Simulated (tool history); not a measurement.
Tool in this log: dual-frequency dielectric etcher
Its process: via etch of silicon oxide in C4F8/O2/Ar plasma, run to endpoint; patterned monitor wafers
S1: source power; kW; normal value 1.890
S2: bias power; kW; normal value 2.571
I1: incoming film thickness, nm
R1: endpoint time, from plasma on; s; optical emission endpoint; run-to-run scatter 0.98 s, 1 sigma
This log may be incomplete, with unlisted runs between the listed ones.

run,day,S1,S2,I1,R1
1,0.000,1.890,2.571,1111.9,231.1
2,1.154,2.150,2.953,1104.3,207.8
3,2.529,2.110,2.571,1100.1,218.8
4,3.342,1.890,2.571,1100.6,225.8
5,4.567,1.890,2.571,1103.5,225.3
6,5.158,1.890,2.571,1097.6,225.3
7,6.529,2.100,2.571,1111.8,218.6
8,7.704,2.100,2.571,1088.0,214.4
9,8.796,1.890,2.374,1097.7,227.5
# day 10.279: upper electrode replaced
10,10.300,1.890,2.374,1095.6,228.5
11,10.792,1.890,2.712,1098.3,219.8
12,12.283,1.890,2.712,1102.6,221.2
13,13.092,1.890,2.712,1103.3,218.8
14,13.762,1.890,2.991,1106.7,212.1
15,15.012,1.890,2.571,1106.2,223.9
16,15.750,1.890,2.571,1110.5,224.3
17,16.662,1.890,2.571,1105.0,221.9
18,17.408,2.030,2.080,1116.3,235.7
# day 18.579: bias power generator calibrated
# day 19.888: wet clean of the chamber
19,21.496,2.150,2.021,1116.5,242.5
# day 22.571: source power generator calibrated
20,22.979,1.760,1.944,1103.2,256.7
21,23.921,1.890,2.571,1110.2,231.4
22,25.017,1.720,2.571,1093.7,231.2
23,25.617,1.690,2.018,1113.7,259.0
24,26.300,2.160,2.746,1100.5,213.7
25,26.921,2.280,2.107,1103.7,232.6
26,28.304,1.760,2.313,1109.1,241.6

Predict each of these 3 candidate next runs independently; none follows another, all start after run 26:
A,28.325,1.890,1.983,1112.7,?
B,28.325,2.190,3.151,1112.7,?
C,28.325,2.090,2.571,1112.7,?

run,R1
A,252.8
B,206.1
C,224.4
With the hidden condition removed and each run's random variation left untouched, the same runs would have given:
run,R1
A,254.0
B,207.1
C,225.5

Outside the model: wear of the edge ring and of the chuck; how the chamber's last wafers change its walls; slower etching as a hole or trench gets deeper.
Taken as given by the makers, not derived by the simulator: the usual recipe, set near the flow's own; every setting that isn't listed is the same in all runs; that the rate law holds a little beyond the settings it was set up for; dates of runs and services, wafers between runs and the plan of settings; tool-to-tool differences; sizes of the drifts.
